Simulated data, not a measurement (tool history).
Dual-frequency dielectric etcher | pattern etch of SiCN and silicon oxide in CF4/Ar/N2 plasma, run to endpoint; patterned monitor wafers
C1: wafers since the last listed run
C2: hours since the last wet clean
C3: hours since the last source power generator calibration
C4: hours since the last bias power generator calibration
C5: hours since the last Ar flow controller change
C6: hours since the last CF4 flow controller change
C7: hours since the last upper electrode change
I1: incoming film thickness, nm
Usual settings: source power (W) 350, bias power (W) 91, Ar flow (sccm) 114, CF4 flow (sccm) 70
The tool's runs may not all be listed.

Run 1, hour 0.0: usual settings but bias power (W) 100; C1 0; C2 207.2; C3 4211.6; C4 5270.5; C5 4273.6; C6 6581.4; C7 3496.9; I1 15.33. Result: endpoint time (s) 19.3.
At hour 34.6: bias power generator calibrated.
Run 2, hour 39.5: usual settings but Ar flow (sccm) 103; C1 499; C2 246.7; C3 4251.1; C4 4.9; C5 4313.1; C6 6620.9; C7 3536.4; I1 15.44. Result: endpoint time (s) 19.7.
Run 3, hour 54.0: usual settings but Ar flow (sccm) 103; C1 203; C2 261.2; C3 4265.6; C4 19.4; C5 4327.6; C6 6635.4; C7 3550.9; I1 15.46. Result: endpoint time (s) 19.7.
Run 4, hour 61.1: usual settings but Ar flow (sccm) 103; C1 99; C2 268.3; C3 4272.7; C4 26.5; C5 4334.7; C6 6642.5; C7 3558.0; I1 15.41. Result: endpoint time (s) 19.5.
Run 5, hour 69.8: usual settings but CF4 flow (sccm) 81; C1 122; C2 277.0; C3 4281.4; C4 35.2; C5 4343.4; C6 6651.2; C7 3566.7; I1 15.60. Result: endpoint time (s) 19.7.
Run 6, hour 80.5: usual settings; C1 150; C2 287.7; C3 4292.1; C4 45.9; C5 4354.1; C6 6661.9; C7 3577.4; I1 15.38. Result: endpoint time (s) 19.8.
Run 7, hour 96.0: usual settings; C1 217; C2 303.2; C3 4307.6; C4 61.4; C5 4369.6; C6 6677.4; C7 3592.9; I1 15.43. Result: endpoint time (s) 19.9.
Run 8, hour 110.0: usual settings but CF4 flow (sccm) 83; C1 196; C2 317.2; C3 4321.6; C4 75.4; C5 4383.6; C6 6691.4; C7 3606.9; I1 15.45. Result: endpoint time (s) 19.4.
At hour 148.2: wet clean of the chamber.
Run 9, hour 148.7: usual settings but bias power (W) 97; C1 206; C2 0.5; C3 4360.3; C4 114.1; C5 4422.3; C6 6730.1; C7 3645.6; I1 15.58. Result: endpoint time (s) 19.1.
Run 10, hour 149.0: usual settings but source power (W) 310, bias power (W) 114, Ar flow (sccm) 128, CF4 flow (sccm) 80; C1 0; C2 0.8; C3 4360.6; C4 114.4; C5 4422.6; C6 6730.4; C7 3645.9; I1 15.71. Result: endpoint time (s) 20.7.
At hour 172.7: upper electrode replaced.
Run 11, hour 173.2: usual settings; C1 6; C2 25.0; C3 4384.8; C4 138.6; C5 4446.8; C6 6754.6; C7 0.5; I1 15.51. Result: endpoint time (s) 19.3.
Run 12, hour 179.6: usual settings; C1 90; C2 31.4; C3 4391.2; C4 145.0; C5 4453.2; C6 6761.0; C7 6.9; I1 15.49. Result: endpoint time (s) 19.4.
At hour 192.0: source power generator calibrated.
Run 13, hour 192.5: usual settings but bias power (W) 109, CF4 flow (sccm) 78; C1 125; C2 44.3; C3 0.5; C4 157.9; C5 4466.1; C6 6773.9; C7 19.8; I1 15.50. Result: endpoint time (s) 18.0.
At hour 201.8: Ar flow controller replaced.
At hour 207.7: CF4 flow controller replaced.
Run 14, hour 208.2: usual settings but source power (W) 420, bias power (W) 73; C1 52; C2 60.0; C3 16.2; C4 173.6; C5 6.4; C6 0.5; C7 35.5; I1 15.39. Result: endpoint time (s) 17.4.
Run 15, hour 213.7: usual settings; C1 77; C2 65.5; C3 21.7; C4 179.1; C5 11.9; C6 6.0; C7 41.0; I1 15.55. Result: endpoint time (s) 19.5.
Run 16, hour 223.9: usual settings; C1 143; C2 75.7; C3 31.9; C4 189.3; C5 22.1; C6 16.2; C7 51.2; I1 15.42. Result: endpoint time (s) 19.3.
At hour 252.6: wet clean of the chamber, repeated, since the last time left the tool worse.
Run 17, hour 253.1: usual settings but bias power (W) 110; C1 73; C2 0.5; C3 61.1; C4 218.5; C5 51.3; C6 45.4; C7 80.4; I1 15.59. Result: endpoint time (s) 19.5.
Run 18, hour 253.4: usual settings but bias power (W) 109, CF4 flow (sccm) 78; C1 4; C2 0.8; C3 61.4; C4 218.8; C5 51.6; C6 45.7; C7 80.7; I1 15.53. Result: endpoint time (s) 19.2.
Run 19, hour 257.0: usual settings but Ar flow (sccm) 99; C1 50; C2 4.4; C3 65.0; C4 222.4; C5 55.2; C6 49.3; C7 84.3; I1 15.48. Result: endpoint time (s) 19.9.
Run 20, hour 273.5: usual settings but Ar flow (sccm) 134, CF4 flow (sccm) 84; C1 232; C2 20.9; C3 81.5; C4 238.9; C5 71.7; C6 65.8; C7 100.8; I1 15.56. Result: endpoint time (s) 21.4.
Run 21, hour 284.2: usual settings but source power (W) 280, bias power (W) 100, Ar flow (sccm) 89, CF4 flow (sccm) 79; C1 150; C2 31.6; C3 92.2; C4 249.6; C5 82.4; C6 76.5; C7 111.5; I1 15.56. Result: endpoint time (s) 23.7.
Run 22, hour 299.4: usual settings but bias power (W) 101, Ar flow (sccm) 135, CF4 flow (sccm) 82; C1 213; C2 46.8; C3 107.4; C4 264.8; C5 97.6; C6 91.7; C7 126.7; I1 15.62. Result: endpoint time (s) 20.4.
Run 23, hour 315.2: usual settings but bias power (W) 71; C1 222; C2 62.6; C3 123.2; C4 280.6; C5 113.4; C6 107.5; C7 142.5; I1 15.41. Result: endpoint time (s) 22.5.
Run 24, hour 330.4: usual settings but source power (W) 270, Ar flow (sccm) 95; C1 213; C2 77.8; C3 138.4; C4 295.8; C5 128.6; C6 122.7; C7 157.7; I1 15.47. Result: endpoint time (s) 26.0.
Run 25, hour 341.3: usual settings but source power (W) 320, bias power (W) 82; C1 153; C2 88.7; C3 149.3; C4 306.7; C5 139.5; C6 133.6; C7 168.6; I1 15.57. Result: endpoint time (s) 23.5.

Forecast each of these 3 alternatives for the next run:
Run A, hour 341.7: usual settings; C1 5; C2 89.1; C3 149.7; C4 307.1; C5 139.9; C6 134.0; C7 169.0; I1 15.58. Result: endpoint time (s) ?.
Run B, hour 341.7: usual settings but bias power (W) 72, Ar flow (sccm) 99; C1 5; C2 89.1; C3 149.7; C4 307.1; C5 139.9; C6 134.0; C7 169.0; I1 15.58. Result: endpoint time (s) ?.
Run C, hour 341.7: usual settings but bias power (W) 71, Ar flow (sccm) 124, CF4 flow (sccm) 81; C1 5; C2 89.1; C3 149.7; C4 307.1; C5 139.9; C6 134.0; C7 169.0; I1 15.58. Result: endpoint time (s) ?.

run  endpoint time (s)
  A               20.8
  B               21.9
  C               22.8
Without the tool's hidden state the same runs would have given:
run  endpoint time (s)
  A               20.8
  B               21.9
  C               22.8
